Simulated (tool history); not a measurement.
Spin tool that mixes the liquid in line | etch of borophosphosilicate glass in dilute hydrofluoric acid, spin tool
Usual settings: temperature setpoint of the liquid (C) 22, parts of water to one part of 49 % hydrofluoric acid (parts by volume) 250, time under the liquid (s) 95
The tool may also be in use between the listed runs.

| run | day | temperature setpoint of the liquid (C) | parts of water to one part of 49 % hydrofluoric acid (parts by volume) | time under the liquid (s) | read-back film thickness of the borophosphosilicate glass reference wafer, read on the same gauge (nm) | thickness taken off the borophosphosilicate glass on a monitor wafer (nm) |
|---|---|---|---|---|---|---|
| 1 | 0 | 22 | 250 | 95 | 119.96 | 10.27 |
|  | 3.717 | gauge calibrated |
| 2 | 3.838 | 22 | 250 | 95 | 119.99 | 10.31 |
| 3 | 6.688 | 22 | 250 | 95 | 120.02 | 10.38 |
| 4 | 10.104 | 22 | 250 | 95 | 120 | 10.43 |
| 5 | 14.325 | 21 | 250 | 95 | 120.01 | 9.97 |
|  | 14.754 | hydrofluoric acid flow meter replaced |
| 6 | 16.579 | 21 | 250 | 95 | 119.96 | 10.08 |
| 7 | 20.267 | 21 | 250 | 95 | 120.01 | 10.07 |
| 8 | 31.871 | 22 | 250 | 95 | 120 | 10.54 |
|  | 32.962 | thermometer replaced |
| 9 | 35.621 | 22 | 250 | 95 | 119.94 | 10.26 |
|  | 42.612 | hydrofluoric acid flow meter replaced |
| 10 | 45.442 | 22 | 250 | 95 | 120 | 10.33 |
| 11 | 53.267 | 22 | 250 | 95 | 119.97 | 10.41 |
| 12 | 56.646 | 22 | 250 | 95 | 120 | 10.41 |
| 13 | 58.625 | 22 | 250 | 95 | 120 | 10.43 |
| 14 | 61.921 | 22 | 250 | 95 | 119.97 | 10.37 |
| 15 | 64.1 | 22 | 250 | 95 | 120.06 | 10.44 |
| 16 | 65.967 | 22 | 250 | 95 | 120 | 10.5 |
|  | 71.9 | hydrofluoric acid flow meter replaced |
| 17 | 75.112 | 25 | 250 | 145 | 120.01 | 17.83 |
| 18 | 79.596 | 24.5 | 190 | 95 | 120.01 | 16.21 |
|  | 79.662 | thermometer replaced |
| 19 | 83.808 | 22 | 250 | 95 | 120.03 | 10.33 |
|  | 87.379 | gauge calibrated |
| 20 | 88.083 | 22 | 250 | 95 | 119.96 | 10.26 |
| 21 | 91.883 | 27 | 250 | 95 | 119.99 | 12.34 |
| 22 | 95.946 | 22 | 250 | 50 | 120.02 | 5.46 |
|  | 97.796 | hydrofluoric acid flow meter replaced |
| 23 | 99.7 | 20 | 250 | 95 | 120.03 | 9.68 |
| 24 | 101.212 | 23.5 | 250 | 75 | 119.99 | 8.6 |
| 25 | 105.362 | 22 | 250 | 95 | 120 | 10.42 |
| 26 | 107.512 | 24.5 | 315 | 55 | 120.05 | 4.87 |
| 27 | 111.967 | 22 | 250 | 95 | 119.97 | 10.49 |
| 28 | 113.992 | 22 | 250 | 60 | 120.02 | 6.59 |
| 29 | 115.942 | 25.5 | 250 | 95 | 119.96 | 11.84 |
|  | 118.25 | thermometer replaced |
| 30 | 119.438 | 22 | 250 | 95 | 119.98 | 10.18 |
|  | 122.796 | hydrofluoric acid flow meter replaced |
| 31 | 123.333 | 24 | 170 | 125 | 120.01 | 23.3 |

Measured less the same run without the tool's hidden state. The same run-to-run variation is in both; the gauge's scatter may not be:
The hidden state here: liquid hotter than its thermometer reads (K); hydrofluoric acid flow above the setpoint (%); gauge reads high (%).
| run | thickness taken off the borophosphosilicate glass on a monitor wafer (nm) |
|---|---|
| 1 | +0.04 |
| 2 | +0.07 |
| 3 | +0.08 |
| 4 | +0.11 |
| 5 | +0.13 |
| 6 | +0.14 |
| 7 | +0.16 |
| 8 | +0.25 |
| 9 | +0.02 |
| 10 | +0.09 |
| 11 | +0.13 |
| 12 | +0.15 |
| 13 | +0.16 |
| 14 | +0.18 |
| 15 | +0.19 |
| 16 | +0.22 |
| 17 | +0.44 |
| 18 | +0.45 |
| 19 | +0.04 |
| 20 | +0.06 |
| 21 | +0.1 |
| 22 | +0.06 |
| 23 | +0.13 |
| 24 | +0.12 |
| 25 | +0.17 |
| 26 | +0.08 |
| 27 | +0.21 |
| 28 | +0.14 |
| 29 | +0.26 |
| 30 | +0.01 |
| 31 | +0.07 |

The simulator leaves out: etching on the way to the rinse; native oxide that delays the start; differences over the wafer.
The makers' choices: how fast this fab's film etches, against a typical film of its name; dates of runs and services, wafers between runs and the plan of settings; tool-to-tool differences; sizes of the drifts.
